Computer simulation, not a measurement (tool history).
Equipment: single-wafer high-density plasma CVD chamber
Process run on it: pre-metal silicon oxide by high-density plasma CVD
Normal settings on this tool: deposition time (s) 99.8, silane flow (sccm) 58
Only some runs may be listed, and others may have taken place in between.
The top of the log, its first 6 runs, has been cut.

| run | day | deposition time (s) | silane flow (sccm) | read-back reference wafer on the same gauge, thickness_nm | mean film thickness on the monitor wafer (nm) |
|---|---|---|---|---|---|
| 7 | 5.783 | 99.8 | 58 | 534.301 | 596.268 |
| 8 | 7.233 | 99.8 | 58 | 534.050 | 597.199 |
| 9 | 8.588 | 93.4 | 54 | 534.553 | 529.139 |
| 10 | 9.400 | 99.8 | 52 | 533.504 | 550.589 |
| 11 | 9.938 | 99.8 | 52 | 532.474 | 554.646 |
| 12 | 10.929 | 93.9 | 58 | 533.469 | 559.745 |
| 13 | 11.821 | 93.9 | 58 | 533.211 | 558.464 |
| 14 | 13.083 | 105.2 | 58 | 532.838 | 630.690 |
| 15 | 14.179 | 83.9 | 49 | 532.829 | 446.240 |
| 16 | 15.654 | 83.9 | 49 | 533.127 | 442.988 |
|  | 16.029 | silane flow controller replaced |
| 17 | 16.254 | 99.8 | 58 | 532.255 | 595.023 |
| 18 | 17.825 | 99.8 | 58 | 532.273 | 592.073 |
| 19 | 18.754 | 99.8 | 50 | 532.404 | 535.359 |
| 20 | 20.054 | 99.8 | 58 | 532.427 | 593.519 |
| 21 | 20.650 | 99.8 | 65 | 530.961 | 647.232 |
| 22 | 21.658 | 91.7 | 58 | 532.317 | 547.206 |
|  | 22.792 | gauge calibrated |
| 23 | 22.879 | 80.9 | 55 | 546.778 | 477.448 |
| 24 | 23.804 | 99.8 | 58 | 545.672 | 606.435 |
| 25 | 24.662 | 84.6 | 63 | 543.495 | 549.900 |
| 26 | 25.533 | 99.8 | 58 | 541.834 | 610.510 |

Predict the results of run 27:
| 27 | 26.888 | 99.8 | 58 | ? | ? |

Run 27 yielded read-back reference wafer on the same gauge, thickness_nm 540.630, mean film thickness on the monitor wafer (nm) 603.468.
The same run, on a tool lacking any hidden state, would have yielded mean film thickness on the monitor wafer (nm) 611.535.

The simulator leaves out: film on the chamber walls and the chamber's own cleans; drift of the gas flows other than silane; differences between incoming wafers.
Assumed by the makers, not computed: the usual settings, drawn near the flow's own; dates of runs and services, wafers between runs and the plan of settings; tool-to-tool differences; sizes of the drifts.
